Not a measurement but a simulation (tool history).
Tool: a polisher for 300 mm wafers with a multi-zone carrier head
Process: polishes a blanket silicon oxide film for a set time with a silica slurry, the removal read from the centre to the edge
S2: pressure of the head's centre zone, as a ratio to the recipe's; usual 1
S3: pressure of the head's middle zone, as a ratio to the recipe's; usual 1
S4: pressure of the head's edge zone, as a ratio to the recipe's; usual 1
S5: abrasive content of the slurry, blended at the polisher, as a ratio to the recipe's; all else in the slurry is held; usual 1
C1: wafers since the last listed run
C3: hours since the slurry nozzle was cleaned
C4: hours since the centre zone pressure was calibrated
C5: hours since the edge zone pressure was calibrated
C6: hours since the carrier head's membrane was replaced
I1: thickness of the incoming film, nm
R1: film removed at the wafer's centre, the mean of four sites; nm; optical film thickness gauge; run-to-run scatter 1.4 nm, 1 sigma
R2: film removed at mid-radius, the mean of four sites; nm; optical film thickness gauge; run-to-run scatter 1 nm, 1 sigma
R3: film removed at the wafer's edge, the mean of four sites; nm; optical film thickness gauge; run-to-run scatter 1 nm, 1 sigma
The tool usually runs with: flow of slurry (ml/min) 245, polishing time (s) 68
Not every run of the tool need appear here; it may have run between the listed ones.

{"run": 1, "hour": 0.0, "flow of slurry (ml/min)": 245, "S2": 1, "S3": 1, "S4": 1, "S5": 1, "polishing time (s)": 68, "C1": 0, "wafers polished on this pad": 141, "C3": 347.5, "C4": 102.8, "C5": 997.4, "C6": 1834.4, "I1": 1044.4, "R1": 138.1, "R2": 139.6, "R3": 139.3}
{"run": 2, "hour": 16.0, "flow of slurry (ml/min)": 245, "S2": 1, "S3": 1, "S4": 1, "S5": 1, "polishing time (s)": 68, "C1": 170, "wafers polished on this pad": 311, "C3": 363.5, "C4": 118.8, "C5": 1013.4, "C6": 1850.4, "I1": 1041.4, "R1": 138.4, "R2": 140.5, "R3": 138.4}
{"hour": 46.4, "done": "slurry nozzle cleaned"}
{"run": 3, "hour": 50.3, "flow of slurry (ml/min)": 245, "S2": 1, "S3": 1, "S4": 1, "S5": 1, "polishing time (s)": 68, "C1": 355, "wafers polished on this pad": 667, "C3": 3.9, "C4": 153.1, "C5": 1047.7, "C6": 1884.7, "I1": 1054.9, "R1": 139.7, "R2": 138.7, "R3": 139.6}
{"run": 4, "hour": 83.3, "flow of slurry (ml/min)": 245, "S2": 1, "S3": 1, "S4": 1, "S5": 1, "polishing time (s)": 68, "C1": 352, "wafers polished on this pad": 1019, "C3": 36.9, "C4": 186.1, "C5": 1080.7, "C6": 1917.7, "I1": 1068.7, "R1": 142.8, "R2": 139, "R3": 138.7}
{"hour": 101.9, "done": "worn pad replaced by a new one"}
{"run": 5, "hour": 115.6, "flow of slurry (ml/min)": 245, "S2": 1, "S3": 1, "S4": 1, "S5": 1, "polishing time (s)": 68, "C1": 302, "wafers polished on this pad": 146, "C3": 69.2, "C4": 218.4, "C5": 1113, "C6": 1950, "I1": 1052.1, "R1": 143.2, "R2": 140.4, "R3": 140.7}
{"run": 6, "hour": 132.6, "flow of slurry (ml/min)": 245, "S2": 1, "S3": 1, "S4": 1, "S5": 1, "polishing time (s)": 68, "C1": 181, "wafers polished on this pad": 327, "C3": 86.2, "C4": 235.4, "C5": 1130, "C6": 1967, "I1": 1036.4, "R1": 143.9, "R2": 138.9, "R3": 141.1}
{"run": 7, "hour": 155.3, "flow of slurry (ml/min)": 245, "S2": 1, "S3": 1, "S4": 1.03, "S5": 1, "polishing time (s)": 68, "C1": 242, "wafers polished on this pad": 570, "C3": 108.9, "C4": 258.1, "C5": 1152.7, "C6": 1989.7, "I1": 1049.3, "R1": 145.4, "R2": 139.1, "R3": 141.2}
{"run": 8, "hour": 178.0, "flow of slurry (ml/min)": 245, "S2": 1, "S3": 1, "S4": 1.03, "S5": 1, "polishing time (s)": 68, "C1": 242, "wafers polished on this pad": 812, "C3": 131.6, "C4": 280.8, "C5": 1175.4, "C6": 2012.4, "I1": 1027.8, "R1": 143.6, "R2": 139.1, "R3": 143.1}
{"hour": 203.7, "done": "worn pad replaced by a new one"}
{"run": 9, "hour": 246.5, "flow of slurry (ml/min)": 245, "S2": 1, "S3": 1, "S4": 1, "S5": 1, "polishing time (s)": 68, "C1": 688, "wafers polished on this pad": 456, "C3": 200.1, "C4": 349.3, "C5": 1243.9, "C6": 2080.9, "I1": 1036.8, "R1": 150.3, "R2": 138.5, "R3": 137.1}
{"run": 10, "hour": 259.1, "flow of slurry (ml/min)": 245, "S2": 1, "S3": 1, "S4": 1, "S5": 1, "polishing time (s)": 68, "C1": 134, "wafers polished on this pad": 591, "C3": 212.7, "C4": 361.9, "C5": 1256.5, "C6": 2093.5, "I1": 1055.5, "R1": 148.2, "R2": 139.5, "R3": 138.8}
{"run": 11, "hour": 275.0, "flow of slurry (ml/min)": 245, "S2": 1, "S3": 1, "S4": 1, "S5": 1, "polishing time (s)": 68, "C1": 169, "wafers polished on this pad": 761, "C3": 228.6, "C4": 377.8, "C5": 1272.4, "C6": 2109.4, "I1": 1056.7, "R1": 148.9, "R2": 138.8, "R3": 138.7}
{"hour": 282.6, "done": "centre zone pressure recalibrated"}
{"hour": 294.0, "done": "edge zone pressure recalibrated"}
{"hour": 310.0, "done": "worn pad replaced by a new one"}
{"run": 12, "hour": 310.5, "flow of slurry (ml/min)": 170, "S2": 1.11, "S3": 1, "S4": 1.05, "S5": 1, "polishing time (s)": 91, "C1": 293, "wafers polished on this pad": 4, "C3": 264.1, "C4": 27.9, "C5": 16.5, "C6": 2144.9, "I1": 1060.3, "R1": 199.5, "R2": 178.7, "R3": 185}
{"run": 13, "hour": 322.9, "flow of slurry (ml/min)": 205, "S2": 1, "S3": 1, "S4": 1, "S5": 0.9, "polishing time (s)": 68, "C1": 132, "wafers polished on this pad": 137, "C3": 276.5, "C4": 40.3, "C5": 28.9, "C6": 2157.3, "I1": 1054.5, "R1": 132.9, "R2": 134.2, "R3": 135.4}
{"hour": 330.3, "done": "carrier head's membrane replaced by a new one"}
{"run": 14, "hour": 337.1, "flow of slurry (ml/min)": 245, "S2": 1, "S3": 1, "S4": 1, "S5": 1, "polishing time (s)": 68, "C1": 98, "wafers polished on this pad": 235, "C3": 290.7, "C4": 54.5, "C5": 43.1, "C6": 6.8, "I1": 1031.7, "R1": 141.5, "R2": 138.8, "R3": 138.7}
{"run": 15, "hour": 372.4, "flow of slurry (ml/min)": 245, "S2": 1, "S3": 1.03, "S4": 1, "S5": 1.1, "polishing time (s)": 68, "C1": 376, "wafers polished on this pad": 612, "C3": 326, "C4": 89.8, "C5": 78.4, "C6": 42.1, "I1": 1056.6, "R1": 147.7, "R2": 146, "R3": 141.6}
{"run": 16, "hour": 395.3, "flow of slurry (ml/min)": 245, "S2": 1, "S3": 0.89, "S4": 1, "S5": 1, "polishing time (s)": 68, "C1": 244, "wafers polished on this pad": 856, "C3": 348.9, "C4": 112.7, "C5": 101.3, "C6": 65, "I1": 1053.1, "R1": 140.9, "R2": 126.8, "R3": 139.7}
{"hour": 403.5, "done": "slurry nozzle cleaned"}
{"hour": 420.1, "done": "worn pad replaced by a new one"}
{"run": 17, "hour": 483.4, "flow of slurry (ml/min)": 315, "S2": 0.94, "S3": 1, "S4": 1.11, "S5": 1, "polishing time (s)": 75, "C1": 887, "wafers polished on this pad": 675, "C3": 79.9, "C4": 200.8, "C5": 189.4, "C6": 153.1, "I1": 1046.9, "R1": 155.4, "R2": 158.9, "R3": 163.6}
{"run": 18, "hour": 496.4, "flow of slurry (ml/min)": 245, "S2": 1, "S3": 1, "S4": 1.1, "S5": 1, "polishing time (s)": 55, "C1": 138, "wafers polished on this pad": 814, "C3": 92.9, "C4": 213.8, "C5": 202.4, "C6": 166.1, "I1": 1053.1, "R1": 119.8, "R2": 112, "R3": 117.3}
{"run": 19, "hour": 516.8, "flow of slurry (ml/min)": 320, "S2": 1, "S3": 0.92, "S4": 1, "S5": 1, "polishing time (s)": 68, "C1": 217, "wafers polished on this pad": 1032, "C3": 113.3, "C4": 234.2, "C5": 222.8, "C6": 186.5, "I1": 1049.5, "R1": 151.4, "R2": 133.1, "R3": 141}
{"hour": 520.9, "done": "worn pad replaced by a new one"}
{"run": 20, "hour": 550.7, "flow of slurry (ml/min)": 245, "S2": 1, "S3": 1, "S4": 1, "S5": 1, "polishing time (s)": 68, "C1": 319, "wafers polished on this pad": 318, "C3": 147.2, "C4": 268.1, "C5": 256.7, "C6": 220.4, "I1": 1033.1, "R1": 148.9, "R2": 140.3, "R3": 139.4}

Each row is a separate what-if for the run after 20, all from the same tool condition, not one after another. Results?
{"run": "A", "hour": 551.1, "flow of slurry (ml/min)": 245, "S2": 1, "S3": 1, "S4": 1.11, "S5": 1, "polishing time (s)": 68, "C1": 4, "wafers polished on this pad": 322, "C3": 147.6, "C4": 268.5, "C5": 257.1, "C6": 220.8, "I1": 1051.5, "R1": "?", "R2": "?", "R3": "?"}
{"run": "B", "hour": 551.1, "flow of slurry (ml/min)": 245, "S2": 1.07, "S3": 1, "S4": 1, "S5": 1, "polishing time (s)": 68, "C1": 4, "wafers polished on this pad": 322, "C3": 147.6, "C4": 268.5, "C5": 257.1, "C6": 220.8, "I1": 1051.5, "R1": "?", "R2": "?", "R3": "?"}
{"run": "C", "hour": 551.1, "flow of slurry (ml/min)": 190, "S2": 1, "S3": 1, "S4": 1.11, "S5": 1, "polishing time (s)": 68, "C1": 4, "wafers polished on this pad": 322, "C3": 147.6, "C4": 268.5, "C5": 257.1, "C6": 220.8, "I1": 1051.5, "R1": "?", "R2": "?", "R3": "?"}
{"run": "D", "hour": 551.1, "flow of slurry (ml/min)": 195, "S2": 0.95, "S3": 1, "S4": 1.1, "S5": 1, "polishing time (s)": 68, "C1": 4, "wafers polished on this pad": 322, "C3": 147.6, "C4": 268.5, "C5": 257.1, "C6": 220.8, "I1": 1051.5, "R1": "?", "R2": "?", "R3": "?"}
{"run": "E", "hour": 551.1, "flow of slurry (ml/min)": 185, "S2": 1, "S3": 0.88, "S4": 1, "S5": 1, "polishing time (s)": 68, "C1": 4, "wafers polished on this pad": 322, "C3": 147.6, "C4": 268.5, "C5": 257.1, "C6": 220.8, "I1": 1051.5, "R1": "?", "R2": "?", "R3": "?"}

run=A R1=151.3 R2=139.8 R3=147.2
run=B R1=161.9 R2=139.8 R3=139.7
run=C R1=147.4 R2=136.5 R3=144.6
run=D R1=140.4 R2=136.9 R3=144.2
run=E R1=146.8 R2=122.4 R3=137.2
With no hidden state in the tool, these same runs would have given:
run=A R1=139 R2=139.9 R3=147.2
run=B R1=148.9 R2=139.9 R3=139.7
run=C R1=135.4 R2=136.6 R3=144.6
run=D R1=129 R2=137 R3=144.2
run=E R1=134.9 R2=122.5 R3=137.2
